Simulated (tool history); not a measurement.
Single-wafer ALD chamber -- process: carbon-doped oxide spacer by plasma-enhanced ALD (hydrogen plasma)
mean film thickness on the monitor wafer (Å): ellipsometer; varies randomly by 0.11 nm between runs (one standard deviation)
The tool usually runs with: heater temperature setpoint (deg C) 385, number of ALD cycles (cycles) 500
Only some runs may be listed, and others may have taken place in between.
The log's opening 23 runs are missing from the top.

run,hour,heater temperature setpoint (deg C),number of ALD cycles (cycles),wafers since the last listed run,hours since the last thermocouple change,hours since the gauge calibration,"read-back reference wafer on the same gauge, thickness_nm",mean film thickness on the monitor wafer (Å)
24,306.0,376,448,13,70.5,92.8,26.496,232.51
25,317.4,374,403,12,81.9,104.2,26.501,208.33
26,329.4,393,565,12,93.9,116.2,26.466,294.06
27,341.3,385,500,12,105.8,128.1,26.442,258.99
28,356.9,385,500,16,121.4,143.7,26.463,258.68
29,365.9,385,500,9,130.4,152.7,26.484,261.84
30,381.3,391,592,16,145.8,168.1,26.478,306.09
31,395.7,385,500,15,160.2,182.5,26.480,261.84
32,412.4,385,500,17,176.9,199.2,26.551,259.78
33,428.6,385,500,17,193.1,215.4,26.520,258.97
34,439.5,385,500,11,204.0,226.3,26.471,260.82
35,454.3,399,595,15,218.8,241.1,26.489,309.87
36,462.9,400,435,9,227.4,249.7,26.449,226.00
37,475.4,380,572,13,239.9,262.2,26.508,299.40
38,489.4,371,556,14,253.9,276.2,26.496,287.44
39,497.7,378,469,8,262.2,284.5,26.487,244.18
# hour 500.0: gauge calibrated
40,507.7,385,500,10,272.2,7.7,26.483,258.32
41,525.2,371,590,18,289.7,25.2,26.501,304.65

Each row is a separate what-if for the run after 41, all from the same tool condition, not one after another. Results?
A,526.4,385,500,1,290.9,26.4,?,?
B,526.4,390,403,1,290.9,26.4,?,?
C,526.4,377,500,1,290.9,26.4,?,?
D,526.4,390,599,1,290.9,26.4,?,?

run,"read-back reference wafer on the same gauge, thickness_nm",mean film thickness on the monitor wafer (Å)
A,26.470,260.49
B,26.470,209.95
C,26.470,260.49
D,26.470,312.07
The same runs, with their run-to-run variation unchanged, on a tool lacking any hidden condition would have given:
run,mean film thickness on the monitor wafer (Å)
A,260.49
B,209.95
C,260.49
D,312.07

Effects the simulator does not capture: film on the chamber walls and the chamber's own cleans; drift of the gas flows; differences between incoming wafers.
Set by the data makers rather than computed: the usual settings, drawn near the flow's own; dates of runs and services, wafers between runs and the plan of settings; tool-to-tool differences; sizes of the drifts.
